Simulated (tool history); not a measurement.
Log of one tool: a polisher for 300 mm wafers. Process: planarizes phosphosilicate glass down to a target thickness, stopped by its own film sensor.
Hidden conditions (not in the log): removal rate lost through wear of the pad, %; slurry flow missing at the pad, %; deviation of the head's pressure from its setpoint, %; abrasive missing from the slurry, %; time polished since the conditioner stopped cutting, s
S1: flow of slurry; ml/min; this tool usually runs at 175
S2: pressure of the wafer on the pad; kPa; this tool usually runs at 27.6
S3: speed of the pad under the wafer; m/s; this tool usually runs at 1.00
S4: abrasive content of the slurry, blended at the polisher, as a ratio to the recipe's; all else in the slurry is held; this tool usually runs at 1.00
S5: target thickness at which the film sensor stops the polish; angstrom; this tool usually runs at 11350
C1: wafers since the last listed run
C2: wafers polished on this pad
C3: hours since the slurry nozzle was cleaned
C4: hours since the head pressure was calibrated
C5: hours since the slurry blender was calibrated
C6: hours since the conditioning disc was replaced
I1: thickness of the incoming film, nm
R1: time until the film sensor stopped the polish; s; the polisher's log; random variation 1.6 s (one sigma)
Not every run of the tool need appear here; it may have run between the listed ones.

{"run": 1, "hour": 0.0, "S1": 175, "S2": 27.6, "S3": 1.0, "S4": 1.0, "S5": 11350, "C1": 0, "C2": 1043, "C3": 50.4, "C4": 45.6, "C5": 473.3, "C6": 267.1, "I1": 2369.1, "R1": 123.4}
{"run": 2, "hour": 26.2, "S1": 175, "S2": 27.6, "S3": 1.0, "S4": 1.0, "S5": 11350, "C1": 257, "C2": 1301, "C3": 76.6, "C4": 71.8, "C5": 499.5, "C6": 293.3, "I1": 2346.6, "R1": 120.8}
{"hour": 73.6, "done": "conditioning disc replaced and pad reconditioned"}
{"hour": 81.6, "done": "slurry blender recalibrated"}
{"run": 3, "hour": 82.8, "S1": 175, "S2": 27.6, "S3": 1.0, "S4": 1.0, "S5": 11350, "C1": 517, "C2": 1819, "C3": 133.2, "C4": 128.4, "C5": 1.2, "C6": 9.2, "I1": 2309.9, "R1": 120.9}
{"run": 4, "hour": 136.9, "S1": 175, "S2": 27.6, "S3": 1.0, "S4": 1.0, "S5": 11350, "C1": 532, "C2": 2351, "C3": 187.3, "C4": 182.5, "C5": 55.3, "C6": 63.3, "I1": 2379.9, "R1": 127.5}
{"run": 5, "hour": 187.3, "S1": 175, "S2": 27.6, "S3": 1.0, "S4": 1.0, "S5": 11350, "C1": 496, "C2": 2848, "C3": 237.7, "C4": 232.9, "C5": 105.7, "C6": 113.7, "I1": 2355.8, "R1": 130.6}
{"run": 6, "hour": 227.7, "S1": 175, "S2": 27.6, "S3": 1.0, "S4": 1.0, "S5": 11350, "C1": 397, "C2": 3246, "C3": 278.1, "C4": 273.3, "C5": 146.1, "C6": 154.1, "I1": 2339.5, "R1": 131.5}
{"run": 7, "hour": 252.8, "S1": 175, "S2": 27.6, "S3": 0.72, "S4": 1.0, "S5": 11350, "C1": 247, "C2": 3493, "C3": 303.2, "C4": 298.4, "C5": 171.2, "C6": 179.2, "I1": 2370.8, "R1": 173.8}
{"hour": 257.3, "done": "worn pad replaced by a new one"}
{"run": 8, "hour": 302.9, "S1": 175, "S2": 27.6, "S3": 1.0, "S4": 1.0, "S5": 11350, "C1": 453, "C2": 449, "C3": 353.3, "C4": 348.5, "C5": 221.3, "C6": 229.3, "I1": 2347.7, "R1": 122.2}
{"hour": 329.8, "done": "slurry nozzle cleaned"}
{"run": 9, "hour": 357.2, "S1": 130, "S2": 27.6, "S3": 1.0, "S4": 1.0, "S5": 11350, "C1": 524, "C2": 974, "C3": 27.4, "C4": 402.8, "C5": 275.6, "C6": 283.6, "I1": 2364.6, "R1": 127.7}
{"run": 10, "hour": 390.2, "S1": 120, "S2": 30.3, "S3": 0.84, "S4": 0.75, "S5": 11350, "C1": 324, "C2": 1299, "C3": 60.4, "C4": 435.8, "C5": 308.6, "C6": 316.6, "I1": 2335.9, "R1": 155.0}
{"hour": 427.8, "done": "conditioning disc replaced and pad reconditioned"}
{"run": 11, "hour": 428.3, "S1": 175, "S2": 33.1, "S3": 0.76, "S4": 1.0, "S5": 13550, "C1": 355, "C2": 1654, "C3": 98.5, "C4": 473.9, "C5": 346.7, "C6": 0.5, "I1": 2369.2, "R1": 103.6}
{"run": 12, "hour": 473.4, "S1": 175, "S2": 27.6, "S3": 1.22, "S4": 0.75, "S5": 11350, "C1": 444, "C2": 2098, "C3": 143.6, "C4": 519.0, "C5": 391.8, "C6": 45.6, "I1": 2337.7, "R1": 123.0}
{"hour": 530.7, "done": "slurry blender recalibrated"}
{"run": 13, "hour": 535.1, "S1": 175, "S2": 27.6, "S3": 1.0, "S4": 1.0, "S5": 15250, "C1": 587, "C2": 2686, "C3": 205.3, "C4": 580.7, "C5": 4.4, "C6": 107.3, "I1": 2343.7, "R1": 87.8}
{"run": 14, "hour": 566.4, "S1": 175, "S2": 20.7, "S3": 1.2, "S4": 1.0, "S5": 14370, "C1": 308, "C2": 2994, "C3": 236.6, "C4": 612.0, "C5": 35.7, "C6": 138.6, "I1": 2363.9, "R1": 116.2}
{"hour": 571.2, "done": "head pressure recalibrated"}
{"hour": 610.0, "done": "worn pad replaced by a new one"}
{"run": 15, "hour": 626.7, "S1": 175, "S2": 22.8, "S3": 1.0, "S4": 1.0, "S5": 11350, "C1": 534, "C2": 164, "C3": 296.9, "C4": 55.5, "C5": 96.0, "C6": 198.9, "I1": 2330.2, "R1": 138.3}
{"run": 16, "hour": 657.7, "S1": 175, "S2": 27.6, "S3": 1.0, "S4": 1.0, "S5": 11350, "C1": 305, "C2": 469, "C3": 327.9, "C4": 86.5, "C5": 127.0, "C6": 229.9, "I1": 2354.0, "R1": 117.6}
{"run": 17, "hour": 707.8, "S1": 175, "S2": 27.6, "S3": 1.0, "S4": 1.0, "S5": 11350, "C1": 493, "C2": 963, "C3": 378.0, "C4": 136.6, "C5": 177.1, "C6": 280.0, "I1": 2356.1, "R1": 122.2}
{"hour": 748.7, "done": "slurry nozzle cleaned"}
{"hour": 750.1, "done": "conditioning disc replaced and pad reconditioned"}
{"run": 18, "hour": 756.1, "S1": 175, "S2": 27.6, "S3": 1.0, "S4": 1.25, "S5": 11350, "C1": 451, "C2": 1414, "C3": 7.4, "C4": 184.9, "C5": 225.4, "C6": 6.0, "I1": 2333.3, "R1": 108.2}
{"run": 19, "hour": 803.2, "S1": 145, "S2": 24.1, "S3": 1.3, "S4": 1.0, "S5": 13230, "C1": 463, "C2": 1878, "C3": 54.5, "C4": 232.0, "C5": 272.5, "C6": 53.1, "I1": 2389.3, "R1": 105.7}
{"run": 20, "hour": 859.4, "S1": 215, "S2": 34.5, "S3": 1.0, "S4": 1.0, "S5": 11350, "C1": 553, "C2": 2432, "C3": 110.7, "C4": 288.2, "C5": 328.7, "C6": 109.3, "I1": 2376.2, "R1": 97.2}
{"run": 21, "hour": 885.5, "S1": 175, "S2": 20.0, "S3": 0.64, "S4": 1.0, "S5": 11350, "C1": 256, "C2": 2689, "C3": 136.8, "C4": 314.3, "C5": 354.8, "C6": 135.4, "I1": 2314.2, "R1": 233.0}
{"run": 22, "hour": 919.7, "S1": 135, "S2": 37.2, "S3": 1.0, "S4": 1.0, "S5": 11350, "C1": 336, "C2": 3025, "C3": 171.0, "C4": 348.5, "C5": 389.0, "C6": 169.6, "I1": 2380.8, "R1": 104.6}
{"run": 23, "hour": 949.8, "S1": 215, "S2": 27.6, "S3": 0.68, "S4": 1.3, "S5": 11350, "C1": 296, "C2": 3322, "C3": 201.1, "C4": 378.6, "C5": 419.1, "C6": 199.7, "I1": 2321.7, "R1": 150.7}
{"run": 24, "hour": 977.7, "S1": 175, "S2": 31.0, "S3": 1.0, "S4": 1.0, "S5": 13470, "C1": 274, "C2": 3596, "C3": 229.0, "C4": 406.5, "C5": 447.0, "C6": 227.6, "I1": 2352.7, "R1": 100.7}
{"hour": 1002.8, "done": "worn pad replaced by a new one"}
{"run": 25, "hour": 1019.8, "S1": 175, "S2": 32.4, "S3": 1.0, "S4": 1.3, "S5": 11350, "C1": 375, "C2": 166, "C3": 271.1, "C4": 448.6, "C5": 489.1, "C6": 269.7, "I1": 2332.4, "R1": 87.6}

Consider 4 possible next runs. They are alternatives, not a sequence: every one starts from the tool as it was left by run 25. What does each give?
{"run": "A", "hour": 1020.3, "S1": 175, "S2": 27.6, "S3": 1.0, "S4": 1.0, "S5": 11350, "C1": 4, "C2": 171, "C3": 271.6, "C4": 449.1, "C5": 489.6, "C6": 270.2, "I1": 2358.4, "R1": "?"}
{"run": "B", "hour": 1020.3, "S1": 175, "S2": 27.6, "S3": 1.0, "S4": 1.0, "S5": 9470, "C1": 4, "C2": 171, "C3": 271.6, "C4": 449.1, "C5": 489.6, "C6": 270.2, "I1": 2358.4, "R1": "?"}
{"run": "C", "hour": 1020.3, "S1": 135, "S2": 20.7, "S3": 1.0, "S4": 1.0, "S5": 7160, "C1": 4, "C2": 171, "C3": 271.6, "C4": 449.1, "C5": 489.6, "C6": 270.2, "I1": 2358.4, "R1": "?"}
{"run": "D", "hour": 1020.3, "S1": 175, "S2": 33.8, "S3": 0.88, "S4": 1.15, "S5": 13800, "C1": 4, "C2": 171, "C3": 271.6, "C4": 449.1, "C5": 489.6, "C6": 270.2, "I1": 2358.4, "R1": "?"}

run=A R1=119.7
run=B R1=138.1
run=C R1=225.1
run=D R1=80.7
The same runs, with their run-to-run variation unchanged, on a tool lacking any hidden condition would have given:
run=A R1=118.8
run=B R1=137.1
run=C R1=223.5
run=D R1=80.1
